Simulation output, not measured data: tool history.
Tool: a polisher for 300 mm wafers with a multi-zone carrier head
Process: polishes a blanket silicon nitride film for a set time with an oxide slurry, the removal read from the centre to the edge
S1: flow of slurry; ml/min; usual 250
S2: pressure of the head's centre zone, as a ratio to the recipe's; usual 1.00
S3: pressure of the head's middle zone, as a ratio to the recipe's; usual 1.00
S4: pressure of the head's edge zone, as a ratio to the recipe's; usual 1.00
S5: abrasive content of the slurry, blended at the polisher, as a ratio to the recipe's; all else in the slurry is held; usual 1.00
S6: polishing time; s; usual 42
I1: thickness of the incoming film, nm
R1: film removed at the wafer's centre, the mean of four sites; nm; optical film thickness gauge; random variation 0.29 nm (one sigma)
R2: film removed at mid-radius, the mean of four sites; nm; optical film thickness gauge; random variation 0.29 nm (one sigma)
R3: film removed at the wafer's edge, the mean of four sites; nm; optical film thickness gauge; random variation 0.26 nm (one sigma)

run   hour   S1    S2    S3    S4    S5  S6     I1    R1    R2    R3
  1    0.0  250  1.00  1.00  1.00  1.00  42  243.2  30.1  29.1  30.5
  2   11.4  250  1.00  1.00  1.00  1.00  42  239.3  29.1  29.0  30.7
  3   17.4  250  1.00  0.91  1.00  1.00  54  240.6  37.5  34.2  38.4
      36.1  -- worn pad replaced by a new one
      52.7  -- edge zone pressure recalibrated
  4   69.1  250  1.00  1.00  1.00  1.00  42  236.6  29.6  28.8  29.8
  5   75.2  250  1.00  1.00  1.00  1.00  42  238.5  28.9  28.9  29.8
  6   92.6  290  1.07  1.00  1.00  1.00  42  235.7  31.5  29.6  30.7
  7  109.7  170  1.05  1.00  1.00  1.25  29  236.2  22.6  21.4  22.6
     130.6  -- slurry nozzle cleaned
  8  137.7  250  1.00  1.00  1.00  1.00  42  240.2  29.2  28.3  30.2
     148.0  -- worn pad replaced by a new one
  9  148.5  320  1.00  1.00  1.00  1.00  42  236.4  29.8  29.7  30.8
 10  161.1  250  1.00  1.06  1.00  0.85  31  240.0  19.1  20.4  19.7
 11  172.0  225  0.91  0.95  1.00  1.00  52  244.5  32.4  34.0  36.8
 12  180.1  190  0.94  1.00  0.95  1.00  42  243.3  26.3  27.6  29.2
 13  195.6  250  1.00  1.00  1.08  1.00  42  238.4  29.5  29.2  31.7
 14  207.9  285  1.00  1.00  1.00  1.00  42  244.6  29.3  29.4  30.5
 15  221.6  250  1.00  0.96  1.00  1.00  42  242.0  29.2  28.1  30.2
 16  229.0  250  1.00  1.00  1.00  1.00  42  238.0  29.7  28.7  30.1
     246.0  -- worn pad replaced by a new one
 17  246.5  315  1.00  1.07  1.00  0.85  54  244.5  34.5  35.8  34.8
 18  249.8  280  1.00  1.00  1.08  1.00  42  240.6  29.4  28.9  31.5
 19  262.4  250  1.00  1.00  1.00  1.00  42  239.3  29.3  29.3  30.3
 20  268.8  305  1.11  0.91  1.00  1.00  42  243.5  32.8  27.2  30.3
 21  285.0  250  1.00  1.00  1.00  1.25  42  242.5  33.3  32.9  33.9

5 ways to go on from here, each from the tool as it stands after run 21. What would each give?
  A  285.4  250  1.00  1.00  1.00  0.90  42  240.6   ?   ?   ?
  B  285.4  205  0.96  1.00  1.00  1.00  54  240.6   ?   ?   ?
  C  285.4  195  1.00  1.00  1.00  1.10  28  240.6   ?   ?   ?
  D  285.4  250  1.00  1.00  0.96  1.25  38  240.6   ?   ?   ?
  E  285.4  340  1.11  1.00  1.05  1.00  42  240.6   ?   ?   ?

run    R1    R2    R3
  A  27.8  26.7  28.3
  B  35.8  35.9  38.4
  C  20.3  19.6  21.0
  D  30.7  29.5  30.8
  E  34.4  29.6  31.9
Without the tool's hidden state the same runs would have given:
run    R1    R2    R3
  A  27.8  26.7  28.3
  B  35.8  35.9  38.4
  C  20.3  19.6  21.0
  D  30.7  29.5  30.8
  E  34.4  29.6  31.9
